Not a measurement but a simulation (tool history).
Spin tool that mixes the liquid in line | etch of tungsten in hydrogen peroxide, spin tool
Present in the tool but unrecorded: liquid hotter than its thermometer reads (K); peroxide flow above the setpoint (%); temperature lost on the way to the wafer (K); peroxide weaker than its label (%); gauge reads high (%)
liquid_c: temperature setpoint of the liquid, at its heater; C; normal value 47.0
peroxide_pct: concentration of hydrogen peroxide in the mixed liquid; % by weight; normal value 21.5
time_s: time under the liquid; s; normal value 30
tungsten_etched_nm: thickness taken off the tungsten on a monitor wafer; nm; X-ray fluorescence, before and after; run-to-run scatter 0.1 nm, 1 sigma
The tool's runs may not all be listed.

| run | hour | liquid_c | peroxide_pct | time_s | wafers since the last listed run | hours since the thermometer was replaced | hours since the peroxide flow meter was replaced | hours since the heated supply line was repaired | hours since the drum of peroxide was connected | hours since the gauge calibration | read-back film thickness of the tungsten reference wafer, read on the same gauge (nm) | tungsten_etched_nm |
|---|---|---|---|---|---|---|---|---|---|---|---|---|
| 1 | 0.0 | 47.0 | 21.5 | 30 | 0 | 963.8 | 1478.2 | 1202.7 | 159.3 | 540.0 | 89.99 | 21.37 |
| 2 | 106.9 | 47.0 | 21.5 | 30 | 1276 | 1070.7 | 1585.1 | 1309.6 | 266.2 | 646.9 | 90.02 | 21.23 |
| 3 | 165.0 | 47.0 | 21.5 | 30 | 693 | 1128.8 | 1643.2 | 1367.7 | 324.3 | 705.0 | 89.98 | 21.14 |
| 4 | 215.1 | 47.0 | 21.5 | 30 | 598 | 1178.9 | 1693.3 | 1417.8 | 374.4 | 755.1 | 89.99 | 21.14 |
| 5 | 317.4 | 39.5 | 21.5 | 40 | 1221 | 1281.2 | 1795.6 | 1520.1 | 476.7 | 857.4 | 90.02 | 17.38 |
| 6 | 365.9 | 39.5 | 21.5 | 40 | 579 | 1329.7 | 1844.1 | 1568.6 | 525.2 | 905.9 | 90.01 | 17.38 |
| 7 | 462.4 | 47.0 | 21.5 | 30 | 1152 | 1426.2 | 1940.6 | 1665.1 | 621.7 | 1002.4 | 89.97 | 20.82 |
| 8 | 529.0 | 47.0 | 26.5 | 30 | 795 | 1492.8 | 2007.2 | 1731.7 | 688.3 | 1069.0 | 89.98 | 23.02 |
| 9 | 694.7 | 47.0 | 26.5 | 30 | 1978 | 1658.5 | 2172.9 | 1897.4 | 854.0 | 1234.7 | 89.99 | 22.96 |
| 10 | 764.9 | 47.0 | 26.5 | 30 | 838 | 1728.7 | 2243.1 | 1967.6 | 924.2 | 1304.9 | 89.97 | 22.97 |
|  | 817.3 | peroxide flow meter replaced |
| 11 | 858.0 | 47.0 | 21.5 | 30 | 1099 | 1821.8 | 40.7 | 2060.7 | 1017.3 | 1398.0 | 89.96 | 20.57 |
|  | 880.1 | new drum of peroxide connected |
|  | 913.2 | heated supply line repaired |
| 12 | 914.0 | 51.5 | 24.5 | 30 | 644 | 1877.8 | 96.7 | 0.8 | 33.9 | 1454.0 | 90.01 | 29.94 |
| 13 | 979.5 | 47.0 | 21.5 | 30 | 782 | 1943.3 | 162.2 | 66.3 | 99.4 | 1519.5 | 90.01 | 21.21 |
|  | 996.4 | gauge calibrated |
| 14 | 1074.3 | 47.0 | 21.5 | 30 | 1132 | 2038.1 | 257.0 | 161.1 | 194.2 | 77.9 | 90.02 | 21.18 |
| 15 | 1110.5 | 56.5 | 28.0 | 20 | 432 | 2074.3 | 293.2 | 197.3 | 230.4 | 114.1 | 90.03 | 28.38 |
| 16 | 1161.8 | 47.0 | 21.5 | 30 | 612 | 2125.6 | 344.5 | 248.6 | 281.7 | 165.4 | 90.00 | 21.02 |
| 17 | 1253.5 | 50.0 | 27.0 | 20 | 1095 | 2217.3 | 436.2 | 340.3 | 373.4 | 257.1 | 89.97 | 19.10 |
| 18 | 1344.1 | 54.0 | 18.0 | 20 | 1081 | 2307.9 | 526.8 | 430.9 | 464.0 | 347.7 | 90.00 | 19.68 |
| 19 | 1447.3 | 41.0 | 21.5 | 20 | 1232 | 2411.1 | 630.0 | 534.1 | 567.2 | 450.9 | 90.01 | 9.49 |
| 20 | 1549.2 | 47.0 | 21.5 | 30 | 1216 | 2513.0 | 731.9 | 636.0 | 669.1 | 552.8 | 89.99 | 20.91 |
|  | 1568.4 | thermometer replaced |
| 21 | 1604.4 | 40.0 | 21.5 | 15 | 647 | 36.0 | 787.1 | 691.2 | 724.3 | 608.0 | 90.01 | 6.68 |
| 22 | 1677.8 | 55.0 | 21.5 | 30 | 876 | 109.4 | 860.5 | 764.6 | 797.7 | 681.4 | 90.00 | 33.50 |
| 23 | 1760.3 | 56.5 | 19.0 | 40 | 985 | 191.9 | 943.0 | 847.1 | 880.2 | 763.9 | 90.00 | 45.40 |
|  | 1771.2 | new drum of peroxide connected |
| 24 | 1867.4 | 50.0 | 18.5 | 15 | 1267 | 299.0 | 1050.1 | 954.2 | 96.2 | 871.0 | 90.02 | 11.88 |
| 25 | 1916.4 | 56.0 | 21.5 | 30 | 585 | 348.0 | 1099.1 | 1003.2 | 145.2 | 920.0 | 90.00 | 36.96 |
| 26 | 2008.3 | 39.5 | 21.5 | 40 | 1097 | 439.9 | 1191.0 | 1095.1 | 237.1 | 1011.9 | 89.96 | 17.56 |

4 options for the next run, each taken on its own from the tool as it stands now. Forecast them:
| A | 2008.7 | 47.0 | 21.5 | 30 | 4 | 440.3 | 1191.4 | 1095.5 | 237.5 | 1012.3 | ? | ? |
| B | 2008.7 | 56.0 | 18.0 | 20 | 4 | 440.3 | 1191.4 | 1095.5 | 237.5 | 1012.3 | ? | ? |
| C | 2008.7 | 47.0 | 18.5 | 40 | 4 | 440.3 | 1191.4 | 1095.5 | 237.5 | 1012.3 | ? | ? |
| D | 2008.7 | 51.0 | 15.5 | 15 | 4 | 440.3 | 1191.4 | 1095.5 | 237.5 | 1012.3 | ? | ? |

| run | read-back film thickness of the tungsten reference wafer, read on the same gauge (nm) | tungsten_etched_nm |
|---|---|---|
| A | 90.01 | 21.21 |
| B | 90.01 | 22.32 |
| C | 90.01 | 26.23 |
| D | 90.01 | 11.52 |
Stripped of hidden state, with their random variation kept, the same runs would have yielded:
| run | tungsten_etched_nm |
|---|---|
| A | 21.48 |
| B | 22.60 |
| C | 26.56 |
| D | 11.66 |

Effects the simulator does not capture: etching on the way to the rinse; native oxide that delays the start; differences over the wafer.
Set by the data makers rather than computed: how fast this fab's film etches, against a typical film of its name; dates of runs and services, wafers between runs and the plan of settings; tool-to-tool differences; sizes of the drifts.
